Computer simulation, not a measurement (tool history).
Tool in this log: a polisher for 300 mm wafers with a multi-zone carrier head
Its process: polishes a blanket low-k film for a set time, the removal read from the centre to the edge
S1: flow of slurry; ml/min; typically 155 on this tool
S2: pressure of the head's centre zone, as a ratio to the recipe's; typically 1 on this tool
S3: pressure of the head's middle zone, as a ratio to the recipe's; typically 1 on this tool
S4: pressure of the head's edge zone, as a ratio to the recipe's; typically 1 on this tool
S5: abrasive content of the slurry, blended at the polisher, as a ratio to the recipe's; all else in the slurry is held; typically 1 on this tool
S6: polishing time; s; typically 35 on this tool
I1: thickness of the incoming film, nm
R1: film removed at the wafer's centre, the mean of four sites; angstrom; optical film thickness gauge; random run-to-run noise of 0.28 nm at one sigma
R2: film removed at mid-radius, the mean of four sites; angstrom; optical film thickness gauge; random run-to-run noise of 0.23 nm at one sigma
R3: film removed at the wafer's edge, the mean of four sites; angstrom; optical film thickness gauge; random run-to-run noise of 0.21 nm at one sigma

| run | hour | S1 | S2 | S3 | S4 | S5 | S6 | I1 | R1 | R2 | R3 |
|---|---|---|---|---|---|---|---|---|---|---|---|
| 1 | 0 | 155 | 1.08 | 1 | 1 | 0.9 | 44 | 554.2 | 250 | 215 | 220 |
| 2 | 29.9 | 155 | 0.97 | 1 | 1 | 1 | 35 | 563.2 | 191 | 180 | 183 |
| 3 | 62.1 | 120 | 1 | 1 | 1 | 1.1 | 27 | 555.6 | 148 | 139 | 143 |
| 4 | 90.6 | 155 | 1 | 1 | 1 | 1 | 35 | 557.3 | 195 | 183 | 188 |
| 5 | 108.7 | 155 | 1 | 0.92 | 1 | 1 | 35 | 560.8 | 199 | 178 | 181 |
| 6 | 140.2 | 155 | 1.09 | 1 | 1 | 1 | 35 | 564.9 | 218 | 181 | 183 |
| 7 | 156.6 | 155 | 1 | 1 | 0.93 | 0.9 | 30 | 558.7 | 161 | 151 | 142 |
| 8 | 180 | 155 | 1 | 1 | 0.89 | 1.2 | 35 | 567.3 | 213 | 198 | 187 |
| 9 | 206.8 | 155 | 1 | 1 | 1.09 | 0.8 | 43 | 565.2 | 226 | 203 | 209 |
|  | 226.9 | worn pad replaced by a new one |
| 10 | 227.4 | 155 | 1.08 | 1 | 1 | 1 | 35 | 573 | 221 | 181 | 182 |
|  | 231.6 | edge zone pressure recalibrated |
| 11 | 245.6 | 155 | 1 | 0.89 | 1.08 | 1 | 35 | 563.6 | 199 | 165 | 187 |
| 12 | 271.6 | 155 | 1 | 1 | 1 | 0.9 | 35 | 563.2 | 196 | 175 | 175 |
| 13 | 287.6 | 190 | 1.04 | 1 | 1 | 0.8 | 45 | 555.4 | 250 | 216 | 223 |
| 14 | 314.1 | 155 | 1 | 1 | 1 | 1 | 35 | 565.3 | 205 | 182 | 180 |
| 15 | 343.9 | 155 | 1 | 1 | 1 | 1 | 35 | 559.8 | 203 | 182 | 183 |
| 16 | 366.9 | 155 | 1 | 1 | 0.89 | 1.2 | 35 | 559.8 | 217 | 194 | 188 |
| 17 | 394.2 | 190 | 1 | 1 | 1 | 1 | 35 | 566.8 | 207 | 187 | 189 |
| 18 | 410.1 | 155 | 1.05 | 1 | 1 | 1 | 35 | 550 | 218 | 180 | 183 |
| 19 | 422.3 | 155 | 1 | 1 | 0.97 | 0.7 | 44 | 547.1 | 216 | 192 | 194 |
|  | 448.6 | carrier head's membrane replaced by a new one |
| 20 | 453.8 | 155 | 1 | 1 | 1 | 1 | 35 | 564.6 | 206 | 180 | 184 |
|  | 458.3 | worn pad replaced by a new one |
| 21 | 472.3 | 155 | 1 | 0.97 | 1 | 0.75 | 35 | 554 | 181 | 158 | 158 |
| 22 | 497 | 155 | 1 | 1 | 1 | 1 | 42 | 567.4 | 247 | 219 | 220 |
| 23 | 524.9 | 155 | 1 | 1 | 1 | 0.85 | 35 | 559.8 | 195 | 172 | 172 |

3 options for the next run, each taken on its own from the tool as it stands now. Forecast them:
| A | 525.3 | 155 | 1 | 1 | 1 | 1 | 35 | 570.6 | ? | ? | ? |
| B | 525.3 | 155 | 1 | 1 | 1 | 0.7 | 35 | 570.6 | ? | ? | ? |
| C | 525.3 | 155 | 1.09 | 1 | 1 | 1 | 38 | 570.6 | ? | ? | ? |

| run | R1 | R2 | R3 |
|---|---|---|---|
| A | 207 | 181 | 183 |
| B | 175 | 154 | 155 |
| C | 244 | 197 | 198 |
What these runs would have given with no unlogged condition in the tool:
| run | R1 | R2 | R3 |
|---|---|---|---|
| A | 190 | 182 | 183 |
| B | 161 | 154 | 155 |
| C | 225 | 197 | 198 |
